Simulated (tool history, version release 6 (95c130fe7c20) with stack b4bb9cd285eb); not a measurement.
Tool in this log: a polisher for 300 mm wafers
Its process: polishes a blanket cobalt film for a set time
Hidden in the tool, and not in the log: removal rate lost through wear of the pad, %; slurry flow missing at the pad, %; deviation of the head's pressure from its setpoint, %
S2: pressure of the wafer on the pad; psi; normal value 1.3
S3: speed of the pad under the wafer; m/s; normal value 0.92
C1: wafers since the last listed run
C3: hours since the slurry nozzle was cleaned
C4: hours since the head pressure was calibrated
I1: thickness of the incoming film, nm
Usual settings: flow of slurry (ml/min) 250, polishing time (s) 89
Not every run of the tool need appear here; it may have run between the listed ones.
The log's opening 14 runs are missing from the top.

{"run": 15, "hour": 1092.9, "flow of slurry (ml/min)": 185, "S2": 1.3, "S3": 0.92, "polishing time (s)": 104, "C1": 624, "wafers polished on this pad": 2305, "C3": 478.4, "C4": 79.8, "I1": 1228.1, "film removed (nm)": 312.8}
{"run": 16, "hour": 1163.0, "flow of slurry (ml/min)": 250, "S2": 1.3, "S3": 0.92, "polishing time (s)": 89, "C1": 639, "wafers polished on this pad": 2945, "C3": 548.5, "C4": 149.9, "I1": 1240.1, "film removed (nm)": 268.1}
{"run": 17, "hour": 1269.9, "flow of slurry (ml/min)": 250, "S2": 1.3, "S3": 0.92, "polishing time (s)": 97, "C1": 975, "wafers polished on this pad": 3920, "C3": 655.4, "C4": 256.8, "I1": 1216.5, "film removed (nm)": 286.6}
{"hour": 1286.0, "done": "slurry nozzle cleaned"}
{"hour": 1304.3, "done": "worn pad replaced by a new one"}
{"run": 18, "hour": 1351.9, "flow of slurry (ml/min)": 220, "S2": 1.3, "S3": 0.92, "polishing time (s)": 89, "C1": 702, "wafers polished on this pad": 434, "C3": 65.9, "C4": 338.8, "I1": 1232.8, "film removed (nm)": 255.3}
{"run": 19, "hour": 1415.6, "flow of slurry (ml/min)": 250, "S2": 1, "S3": 0.92, "polishing time (s)": 65, "C1": 581, "wafers polished on this pad": 1015, "C3": 129.6, "C4": 402.5, "I1": 1254.8, "film removed (nm)": 144.5}
{"run": 20, "hour": 1489.7, "flow of slurry (ml/min)": 250, "S2": 1.1, "S3": 0.8, "polishing time (s)": 63, "C1": 676, "wafers polished on this pad": 1691, "C3": 203.7, "C4": 476.6, "I1": 1220.6, "film removed (nm)": 142.3}
{"run": 21, "hour": 1550.6, "flow of slurry (ml/min)": 250, "S2": 1.7, "S3": 0.92, "polishing time (s)": 89, "C1": 555, "wafers polished on this pad": 2247, "C3": 264.6, "C4": 537.5, "I1": 1228.7, "film removed (nm)": 346.4}
{"run": 22, "hour": 1672.4, "flow of slurry (ml/min)": 250, "S2": 1.3, "S3": 1.14, "polishing time (s)": 89, "C1": 1111, "wafers polished on this pad": 3358, "C3": 386.4, "C4": 659.3, "I1": 1218.3, "film removed (nm)": 293.5}
{"hour": 1745.5, "done": "worn pad replaced by a new one"}
{"run": 23, "hour": 1765.6, "flow of slurry (ml/min)": 330, "S2": 1.3, "S3": 0.92, "polishing time (s)": 89, "C1": 813, "wafers polished on this pad": 182, "C3": 479.6, "C4": 752.5, "I1": 1236.8, "film removed (nm)": 255.6}
{"run": 24, "hour": 1837.6, "flow of slurry (ml/min)": 250, "S2": 1.3, "S3": 0.92, "polishing time (s)": 89, "C1": 656, "wafers polished on this pad": 839, "C3": 551.6, "C4": 824.5, "I1": 1236, "film removed (nm)": 239.1}
{"run": 25, "hour": 1882.4, "flow of slurry (ml/min)": 220, "S2": 0.9, "S3": 0.92, "polishing time (s)": 89, "C1": 408, "wafers polished on this pad": 1248, "C3": 596.4, "C4": 869.3, "I1": 1235.4, "film removed (nm)": 162.5}
{"hour": 1905.3, "done": "slurry nozzle cleaned"}
{"run": 26, "hour": 1974.1, "flow of slurry (ml/min)": 250, "S2": 1.3, "S3": 0.92, "polishing time (s)": 89, "C1": 827, "wafers polished on this pad": 2076, "C3": 68.8, "C4": 961, "I1": 1249.6, "film removed (nm)": 240}
{"run": 27, "hour": 2015.1, "flow of slurry (ml/min)": 250, "S2": 1.3, "S3": 1.1, "polishing time (s)": 105, "C1": 374, "wafers polished on this pad": 2450, "C3": 109.8, "C4": 1002, "I1": 1263, "film removed (nm)": 312.8}
{"hour": 2082.4, "done": "head pressure recalibrated"}
{"run": 28, "hour": 2084.2, "flow of slurry (ml/min)": 250, "S2": 1.1, "S3": 0.78, "polishing time (s)": 89, "C1": 612, "wafers polished on this pad": 3062, "C3": 178.9, "C4": 1.8, "I1": 1236.2, "film removed (nm)": 200.3}
{"run": 29, "hour": 2153.3, "flow of slurry (ml/min)": 250, "S2": 1.8, "S3": 0.92, "polishing time (s)": 89, "C1": 630, "wafers polished on this pad": 3692, "C3": 248, "C4": 70.9, "I1": 1221.3, "film removed (nm)": 371.3}
{"hour": 2175.4, "done": "worn pad replaced by a new one"}
{"run": 30, "hour": 2215.4, "flow of slurry (ml/min)": 250, "S2": 1.3, "S3": 0.92, "polishing time (s)": 89, "C1": 530, "wafers polished on this pad": 364, "C3": 310.1, "C4": 133, "I1": 1249.6, "film removed (nm)": 260.1}
{"run": 31, "hour": 2278.7, "flow of slurry (ml/min)": 250, "S2": 1.3, "S3": 0.92, "polishing time (s)": 89, "C1": 577, "wafers polished on this pad": 942, "C3": 373.4, "C4": 196.3, "I1": 1227.3, "film removed (nm)": 260.9}

Forecast each of these 3 alternatives for the next run:
{"run": "A", "hour": 2279.1, "flow of slurry (ml/min)": 250, "S2": 1.3, "S3": 0.92, "polishing time (s)": 89, "C1": 3, "wafers polished on this pad": 945, "C3": 373.8, "C4": 196.7, "I1": 1247.4, "film removed (nm)": "?"}
{"run": "B", "hour": 2279.1, "flow of slurry (ml/min)": 250, "S2": 1.3, "S3": 1.16, "polishing time (s)": 89, "C1": 3, "wafers polished on this pad": 945, "C3": 373.8, "C4": 196.7, "I1": 1247.4, "film removed (nm)": "?"}
{"run": "C", "hour": 2279.1, "flow of slurry (ml/min)": 215, "S2": 1.3, "S3": 0.82, "polishing time (s)": 89, "C1": 3, "wafers polished on this pad": 945, "C3": 373.8, "C4": 196.7, "I1": 1247.4, "film removed (nm)": "?"}

run=A film_removed_(nm)=259.7
run=B film_removed_(nm)=307
run=C film_removed_(nm)=237.1
Had the tool no hidden state, the same runs would have come out as:
run=A film_removed_(nm)=263.2
run=B film_removed_(nm)=311.1
run=C film_removed_(nm)=240.2

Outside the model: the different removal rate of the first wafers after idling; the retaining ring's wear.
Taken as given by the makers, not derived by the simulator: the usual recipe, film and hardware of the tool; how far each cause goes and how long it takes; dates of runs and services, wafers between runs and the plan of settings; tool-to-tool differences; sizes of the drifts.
